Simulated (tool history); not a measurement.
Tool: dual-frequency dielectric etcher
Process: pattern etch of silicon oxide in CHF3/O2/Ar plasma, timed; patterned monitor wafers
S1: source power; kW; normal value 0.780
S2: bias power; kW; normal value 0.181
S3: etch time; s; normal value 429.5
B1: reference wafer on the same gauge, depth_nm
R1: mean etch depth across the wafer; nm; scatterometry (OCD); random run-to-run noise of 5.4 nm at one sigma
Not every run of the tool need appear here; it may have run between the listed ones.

run,day,S1,S2,S3,B1,R1
1,0.000,0.780,0.181,495.0,1152.3,1157.0
2,5.004,0.780,0.181,429.5,1147.0,994.4
3,7.383,0.780,0.181,429.5,1149.5,985.9
4,8.612,0.780,0.181,374.0,1150.8,852.6
# day 10.733: wet clean of the chamber
5,10.754,0.780,0.181,374.0,1150.8,883.5
6,11.462,0.780,0.181,463.0,1151.0,1090.3
7,12.792,0.780,0.181,463.0,1149.0,1102.0
# day 14.329: bias power generator calibrated
# day 14.517: upper electrode replaced
8,14.538,0.780,0.137,536.0,1150.1,1169.3
# day 16.183: gauge calibrated
9,16.792,0.780,0.222,429.5,1150.7,1051.3
# day 18.738: source power generator calibrated
10,19.771,0.590,0.165,483.0,1150.5,984.6
11,22.292,0.780,0.181,429.5,1149.3,987.3
12,24.175,0.680,0.181,381.0,1151.9,833.3
# day 25.562: wet clean of the chamber
13,25.583,0.780,0.165,429.5,1151.7,991.6
14,34.279,0.720,0.181,429.5,1148.6,957.7

5 options for the next run, each taken on its own from the tool as it stands now. Forecast them:
A,34.300,0.780,0.181,429.5,?,?
B,34.300,0.690,0.217,429.5,?,?
C,34.300,0.780,0.202,429.5,?,?
D,34.300,0.780,0.218,492.5,?,?
E,34.300,0.720,0.213,429.5,?,?

run,B1,R1
A,1149.2,984.8
B,1149.2,984.1
C,1149.2,1012.4
D,1149.2,1184.2
E,1149.2,995.4
With no hidden state in the tool, these same runs would have given:
run,R1
A,1004.0
B,1003.3
C,1032.2
D,1207.4
E,1014.8
